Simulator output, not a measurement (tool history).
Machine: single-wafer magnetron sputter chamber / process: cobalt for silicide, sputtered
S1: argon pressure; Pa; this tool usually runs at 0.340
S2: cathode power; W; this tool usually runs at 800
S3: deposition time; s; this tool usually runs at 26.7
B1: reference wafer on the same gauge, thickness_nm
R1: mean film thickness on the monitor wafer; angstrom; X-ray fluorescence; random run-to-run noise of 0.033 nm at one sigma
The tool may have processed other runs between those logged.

run   hour     S1    S2    S3      B1      R1
  1    0.0  0.340   800  26.7  12.393  100.24
  2    6.9  0.340   800  26.7  12.396  100.79
  3   20.7  0.340   800  26.7  12.398  101.01
  4   56.2  0.340   700  26.7  12.378   88.72
  5   69.2  0.340   700  26.7  12.398   88.25
  6   82.9  0.340   700  26.7  12.394   88.28
  7   89.6  0.340   800  26.7  12.407  100.81
  8  107.2  0.340   800  26.7  12.410  100.48
  9  124.9  0.340   800  26.7  12.405  101.21
     145.3  -- magnet pack replaced
 10  145.8  0.340   800  26.7  12.386  100.83
 11  159.1  0.340   800  26.7  12.414  100.23
 12  165.1  0.340   800  26.7  12.406  100.76
 13  210.8  0.340   800  26.7  12.396  100.41
 14  222.3  0.340   800  26.7  12.415  100.47
 15  237.4  0.340   800  26.7  12.393  100.68
 16  244.5  0.340   800  26.7  12.400   99.56
     265.0  -- sputter target and shields replaced
 17  265.5  0.340   800  22.4  12.393   81.95
 18  266.6  0.284   700  23.2  12.391   76.40
 19  276.0  0.472   800  30.4  12.389  104.03
 20  285.6  0.340   700  22.5  12.399   71.20
     289.7  -- gauge calibrated
 21  303.6  0.340   800  30.6  12.406  110.02
     314.4  -- capacitance manometer re-zeroed and calibrated
 22  317.9  0.340   950  30.0  12.392  128.14
     327.4  -- sputter target and shields replaced, repeated, since the last time left the tool worse
 23  327.9  0.340   800  24.3  12.389   94.65
 24  339.9  0.397   650  24.1  12.413   74.04
 25  353.6  0.340   800  26.7  12.415  102.20
 26  370.8  0.340   800  26.7  12.406  102.99
 27  387.6  0.216   850  26.7  12.411  116.14
 28  401.2  0.340   800  26.7  12.407  102.96
 29  407.5  0.454  1000  24.4  12.403  110.25
 30  420.5  0.257   950  22.1  12.411  104.64
 31  436.2  0.340   600  26.7  12.398   76.16
 32  450.4  0.250   800  21.9  12.404   87.17
 33  466.2  0.340   950  24.7  12.400  110.95
 34  483.7  0.340   800  26.7  12.407  101.12

Pick out some run-to-run changes in R1. Of each, how much would a tool without hidden state show as well, from the settings, what came in and chance, and how much is left for the hidden state and any gauge scatter not in both results compared?
What the log doesn't record here: deposition rate above that of a new target (%); true argon pressure above the setpoint (%); gauge reads high (%).
Run 18 -> 19: S1 0.284 -> 0.472, S2 700 -> 800, S3 23.2 -> 30.4. R1 +27.63 angstrom: hidden state -2.22, all else +29.85.
Run 19 -> 20: S1 0.472 -> 0.340, S2 800 -> 700, S3 30.4 -> 22.5. R1 -32.83 angstrom: hidden state +2.22, all else -35.05.
Run 20 -> 21: S2 700 -> 800, S3 22.5 -> 30.6, gauge calibrated. R1 +38.82 angstrom: hidden state -3.39, all else +42.21.
Run 22 -> 23: S2 950 -> 800, S3 30.0 -> 24.3, sputter target and shields replaced, repeated, since the last time left the tool worse. R1 -33.49 angstrom: hidden state +10.25, all else -43.74.
